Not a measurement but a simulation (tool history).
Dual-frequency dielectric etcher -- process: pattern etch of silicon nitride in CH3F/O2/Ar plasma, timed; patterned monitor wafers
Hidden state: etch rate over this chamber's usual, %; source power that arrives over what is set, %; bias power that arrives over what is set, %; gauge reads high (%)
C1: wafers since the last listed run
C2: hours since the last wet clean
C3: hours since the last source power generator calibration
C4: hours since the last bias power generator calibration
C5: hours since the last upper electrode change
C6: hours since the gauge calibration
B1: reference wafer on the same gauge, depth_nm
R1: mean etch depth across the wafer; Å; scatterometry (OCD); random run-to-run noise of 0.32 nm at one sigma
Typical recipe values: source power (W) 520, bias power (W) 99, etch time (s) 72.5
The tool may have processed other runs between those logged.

run 1 day=0.000 | source_power_(W)=520 bias_power_(W)=87 etch_time_(s)=72.5 | C1=0 C2=277.0 C3=1657.2 C4=1846.8 C5=1568.8 C6=151.4 | B1=60.6 | R1=583
run 2 day=1.492 | source_power_(W)=520 bias_power_(W)=87 etch_time_(s)=72.5 | C1=419 C2=312.8 C3=1693.0 C4=1882.6 C5=1604.6 C6=187.2 | B1=60.5 | R1=583
run 3 day=3.242 | source_power_(W)=470 bias_power_(W)=99 etch_time_(s)=65.5 | C1=491 C2=354.8 C3=1735.0 C4=1924.6 C5=1646.6 C6=229.2 | B1=60.4 | R1=527
-- day=6.321 wet clean of the chamber
run 4 day=6.342 | source_power_(W)=470 bias_power_(W)=99 etch_time_(s)=65.5 | C1=590 C2=0.5 C3=1809.4 C4=1999.0 C5=1721.0 C6=303.6 | B1=60.6 | R1=536
run 5 day=7.579 | source_power_(W)=520 bias_power_(W)=99 etch_time_(s)=72.5 | C1=347 C2=30.2 C3=1839.1 C4=2028.7 C5=1750.7 C6=333.3 | B1=60.5 | R1=621
run 6 day=8.733 | source_power_(W)=520 bias_power_(W)=99 etch_time_(s)=72.5 | C1=324 C2=57.9 C3=1866.8 C4=2056.4 C5=1778.4 C6=361.0 | B1=60.4 | R1=628
run 7 day=10.725 | source_power_(W)=520 bias_power_(W)=99 etch_time_(s)=72.5 | C1=559 C2=105.7 C3=1914.6 C4=2104.2 C5=1826.2 C6=408.8 | B1=60.6 | R1=621
run 8 day=11.954 | source_power_(W)=520 bias_power_(W)=99 etch_time_(s)=72.5 | C1=345 C2=135.2 C3=1944.1 C4=2133.7 C5=1855.7 C6=438.3 | B1=60.6 | R1=621
run 9 day=14.804 | source_power_(W)=520 bias_power_(W)=99 etch_time_(s)=83.0 | C1=801 C2=203.6 C3=2012.5 C4=2202.1 C5=1924.1 C6=506.7 | B1=60.4 | R1=706
-- day=16.638 gauge calibrated
run 10 day=19.254 | source_power_(W)=520 bias_power_(W)=99 etch_time_(s)=83.0 | C1=1251 C2=310.4 C3=2119.3 C4=2308.9 C5=2030.9 C6=62.8 | B1=60.5 | R1=703
run 11 day=21.958 | source_power_(W)=520 bias_power_(W)=99 etch_time_(s)=82.0 | C1=760 C2=375.3 C3=2184.2 C4=2373.8 C5=2095.8 C6=127.7 | B1=60.5 | R1=695
run 12 day=24.225 | source_power_(W)=520 bias_power_(W)=99 etch_time_(s)=82.0 | C1=637 C2=429.7 C3=2238.6 C4=2428.2 C5=2150.2 C6=182.1 | B1=60.3 | R1=690
-- day=26.575 wet clean of the chamber
run 13 day=26.596 | source_power_(W)=520 bias_power_(W)=99 etch_time_(s)=82.0 | C1=385 C2=0.5 C3=2295.5 C4=2485.1 C5=2207.1 C6=239.0 | B1=60.6 | R1=669
run 14 day=27.221 | source_power_(W)=580 bias_power_(W)=99 etch_time_(s)=72.5 | C1=175 C2=15.5 C3=2310.5 C4=2500.1 C5=2222.1 C6=254.0 | B1=60.5 | R1=626
run 15 day=28.900 | source_power_(W)=520 bias_power_(W)=99 etch_time_(s)=92.5 | C1=472 C2=55.8 C3=2350.8 C4=2540.4 C5=2262.4 C6=294.3 | B1=60.5 | R1=754
run 16 day=30.179 | source_power_(W)=520 bias_power_(W)=99 etch_time_(s)=72.5 | C1=359 C2=86.5 C3=2381.5 C4=2571.1 C5=2293.1 C6=325.0 | B1=60.5 | R1=593
run 17 day=32.017 | source_power_(W)=550 bias_power_(W)=99 etch_time_(s)=57.5 | C1=516 C2=130.6 C3=2425.6 C4=2615.2 C5=2337.2 C6=369.1 | B1=60.4 | R1=481
-- day=34.017 upper electrode replaced
run 18 day=34.038 | source_power_(W)=460 bias_power_(W)=108 etch_time_(s)=72.5 | C1=286 C2=179.1 C3=2474.1 C4=2663.7 C5=0.5 C6=417.6 | B1=60.6 | R1=573
run 19 day=34.658 | source_power_(W)=490 bias_power_(W)=109 etch_time_(s)=72.5 | C1=174 C2=194.0 C3=2489.0 C4=2678.6 C5=15.4 C6=432.5 | B1=60.5 | R1=598
run 20 day=36.321 | source_power_(W)=520 bias_power_(W)=99 etch_time_(s)=56.0 | C1=467 C2=233.9 C3=2528.9 C4=2718.5 C5=55.3 C6=472.4 | B1=60.5 | R1=450
-- day=37.754 wet clean of the chamber, repeated, since the last time left the tool worse
-- day=38.088 bias power generator calibrated
run 21 day=38.104 | source_power_(W)=390 bias_power_(W)=116 etch_time_(s)=87.5 | C1=173 C2=8.4 C3=2571.7 C4=0.4 C5=98.1 C6=515.2 | B1=60.5 | R1=700
-- day=39.383 gauge calibrated
-- day=40.200 source power generator calibrated
run 22 day=40.221 | source_power_(W)=520 bias_power_(W)=99 etch_time_(s)=72.5 | C1=548 C2=59.2 C3=0.5 C4=51.2 C5=148.9 C6=20.1 | B1=60.5 | R1=624
run 23 day=42.854 | source_power_(W)=520 bias_power_(W)=99 etch_time_(s)=72.5 | C1=740 C2=122.4 C3=63.7 C4=114.4 C5=212.1 C6=83.3 | B1=60.4 | R1=628
run 24 day=45.033 | source_power_(W)=520 bias_power_(W)=106 etch_time_(s)=72.5 | C1=612 C2=174.7 C3=116.0 C4=166.7 C5=264.4 C6=135.6 | B1=60.6 | R1=642
run 25 day=46.971 | source_power_(W)=570 bias_power_(W)=99 etch_time_(s)=72.5 | C1=544 C2=221.2 C3=162.5 C4=213.2 C5=310.9 C6=182.1 | B1=60.5 | R1=642
run 26 day=48.629 | source_power_(W)=410 bias_power_(W)=99 etch_time_(s)=72.5 | C1=466 C2=261.0 C3=202.3 C4=253.0 C5=350.7 C6=221.9 | B1=60.5 | R1=550

What does the tool deliver on the next run?
run 27 day=50.692 | source_power_(W)=520 bias_power_(W)=118 etch_time_(s)=85.0 | C1=579 C2=310.5 C3=251.8 C4=302.5 C5=400.2 C6=271.4 | B1=? | R1=?

{"run 27": {"B1": 60.7, "R1": 777}}
With the hidden condition absent and the run-to-run variation left alone, this run would have shown R1 790 Å.
